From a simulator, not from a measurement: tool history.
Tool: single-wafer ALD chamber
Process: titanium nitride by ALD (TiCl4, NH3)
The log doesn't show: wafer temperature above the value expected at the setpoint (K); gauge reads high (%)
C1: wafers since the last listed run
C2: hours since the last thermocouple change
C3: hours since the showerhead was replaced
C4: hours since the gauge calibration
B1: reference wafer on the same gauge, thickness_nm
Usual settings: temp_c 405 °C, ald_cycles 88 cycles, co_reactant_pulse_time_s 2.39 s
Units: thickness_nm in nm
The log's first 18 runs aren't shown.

run 19 hour=1867.2 | temp_c=405 ald_cycles=88 co_reactant_pulse_time_s=2.39 | C1=826 C2=284.1 C3=3984 C4=741.5 | B1=2.014 | thickness_nm=2.184
run 20 hour=1908.9 | temp_c=399 ald_cycles=83 co_reactant_pulse_time_s=2.63 | C1=134 C2=325.8 C3=4025.7 C4=783.2 | B1=2.012 | thickness_nm=2.077
run 21 hour=1951.8 | temp_c=405 ald_cycles=88 co_reactant_pulse_time_s=2.39 | C1=138 C2=368.7 C3=4068.6 C4=826.1 | B1=2.011 | thickness_nm=2.182
run 22 hour=2004.7 | temp_c=405 ald_cycles=88 co_reactant_pulse_time_s=1.64 | C1=170 C2=421.6 C3=4121.5 C4=879 | B1=2.012 | thickness_nm=2.176
run 23 hour=2058.3 | temp_c=409 ald_cycles=88 co_reactant_pulse_time_s=2.39 | C1=173 C2=475.2 C3=4175.1 C4=932.6 | B1=2.009 | thickness_nm=2.193
run 24 hour=2127 | temp_c=405 ald_cycles=74 co_reactant_pulse_time_s=3.24 | C1=221 C2=543.9 C3=4243.8 C4=1001.3 | B1=2.01 | thickness_nm=1.847
run 25 hour=2184.5 | temp_c=405 ald_cycles=88 co_reactant_pulse_time_s=2.04 | C1=185 C2=601.4 C3=4301.3 C4=1058.8 | B1=2.008 | thickness_nm=2.169
-- hour=2270.4 showerhead replaced
run 26 hour=2270.9 | temp_c=391 ald_cycles=83 co_reactant_pulse_time_s=1.67 | C1=253 C2=687.8 C3=0.5 C4=1145.2 | B1=2.005 | thickness_nm=2.008
run 27 hour=2355.8 | temp_c=405 ald_cycles=77 co_reactant_pulse_time_s=2.39 | C1=274 C2=772.7 C3=85.4 C4=1230.1 | B1=2.002 | thickness_nm=1.906
run 28 hour=2442.4 | temp_c=396 ald_cycles=104 co_reactant_pulse_time_s=2.12 | C1=279 C2=859.3 C3=172 C4=1316.7 | B1=2.001 | thickness_nm=2.539
run 29 hour=2671.6 | temp_c=405 ald_cycles=93 co_reactant_pulse_time_s=1.71 | C1=740 C2=1088.5 C3=401.2 C4=1545.9 | B1=1.993 | thickness_nm=2.261

Forecast run 30:
run 30 hour=2740.9 | temp_c=405 ald_cycles=88 co_reactant_pulse_time_s=2.39 | C1=223 C2=1157.8 C3=470.5 C4=1615.2 | B1=? | thickness_nm=?

{"run 30": {"B1": 1.99, "thickness_nm": 2.159}}
Without the tool's hidden state the same run would have given thickness_nm 2.18 nm.

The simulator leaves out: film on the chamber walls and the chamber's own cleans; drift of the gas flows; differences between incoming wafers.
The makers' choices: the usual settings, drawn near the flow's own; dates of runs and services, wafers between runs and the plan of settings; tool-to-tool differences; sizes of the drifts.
